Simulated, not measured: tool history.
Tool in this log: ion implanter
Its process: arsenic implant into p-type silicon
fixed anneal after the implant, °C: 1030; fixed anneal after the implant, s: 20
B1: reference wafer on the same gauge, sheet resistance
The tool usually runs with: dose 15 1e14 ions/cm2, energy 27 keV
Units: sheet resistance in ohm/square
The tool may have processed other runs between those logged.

{"run": 1, "hour": 0.0, "dose": 15, "energy": 27, "B1": 95.31, "sheet resistance": 90.74}
{"run": 2, "hour": 33.5, "dose": 15, "energy": 27, "B1": 95.12, "sheet resistance": 91.22}
{"run": 3, "hour": 61.9, "dose": 15, "energy": 27, "B1": 95.07, "sheet resistance": 91.3}
{"run": 4, "hour": 81.6, "dose": 15, "energy": 20.5, "B1": 95.03, "sheet resistance": 96.48}
{"run": 5, "hour": 117.2, "dose": 15, "energy": 20.5, "B1": 94.81, "sheet resistance": 97.11}
{"run": 6, "hour": 136.2, "dose": 15, "energy": 20.5, "B1": 94.83, "sheet resistance": 96.97}
{"run": 7, "hour": 158.5, "dose": 15, "energy": 27, "B1": 94.68, "sheet resistance": 90.91}
{"run": 8, "hour": 176.3, "dose": 15, "energy": 27, "B1": 94.53, "sheet resistance": 90.66}
{"run": 9, "hour": 200.9, "dose": 15, "energy": 27, "B1": 94.41, "sheet resistance": 90.31}
{"run": 10, "hour": 230.0, "dose": 16.17, "energy": 27, "B1": 94.41, "sheet resistance": 87.95}
{"run": 11, "hour": 257.4, "dose": 16.17, "energy": 27, "B1": 94.16, "sheet resistance": 87.88}
{"run": 12, "hour": 289.2, "dose": 16.15, "energy": 22, "B1": 94.36, "sheet resistance": 92.08}
{"run": 13, "hour": 321.9, "dose": 11.32, "energy": 34.5, "B1": 94, "sheet resistance": 99.7}
{"run": 14, "hour": 344.9, "dose": 10.77, "energy": 33.5, "B1": 95.97, "sheet resistance": 104.7}
{"run": 15, "hour": 379.0, "dose": 18.13, "energy": 23, "B1": 95.62, "sheet resistance": 88.53}
{"run": 16, "hour": 400.6, "dose": 13.69, "energy": 18.5, "B1": 95.48, "sheet resistance": 103.13}
{"run": 17, "hour": 434.0, "dose": 17.29, "energy": 34.5, "B1": 95.38, "sheet resistance": 81.17}
{"run": 18, "hour": 448.5, "dose": 15, "energy": 27, "B1": 95.33, "sheet resistance": 92.17}
{"run": 19, "hour": 482.3, "dose": 16.48, "energy": 21.5, "B1": 95.29, "sheet resistance": 92.91}
{"run": 20, "hour": 503.6, "dose": 10.77, "energy": 33.5, "B1": 95.12, "sheet resistance": 104.13}
{"run": 21, "hour": 538.3, "dose": 17, "energy": 21, "B1": 95.12, "sheet resistance": 91.37}
{"run": 22, "hour": 557.4, "dose": 15, "energy": 27, "B1": 95.02, "sheet resistance": 91.24}

The log once held 3 entries between its listed runs, left out of this copy. Where does each go, and what is different about the tool's unlogged condition between the listed run before it and the listed run after it?
Between runs 13 and 14: gauge calibrated (hour 340.3); Faraday cup replaced and dose calibrated (hour 342.1)
  gauge reads high (%): -1.58 -> 0.287
  what was measured, less what the result would be without the hidden state, sheet resistance: -1.6 -> +0.3 ohm/square
Between runs 15 and 16: extraction supply calibrated (hour 387.9)
  gauge reads high (%): 0.15 -> 0.0641
  what was measured, less what the result would be without the hidden state, sheet resistance: +0.13 -> +0.06 ohm/square
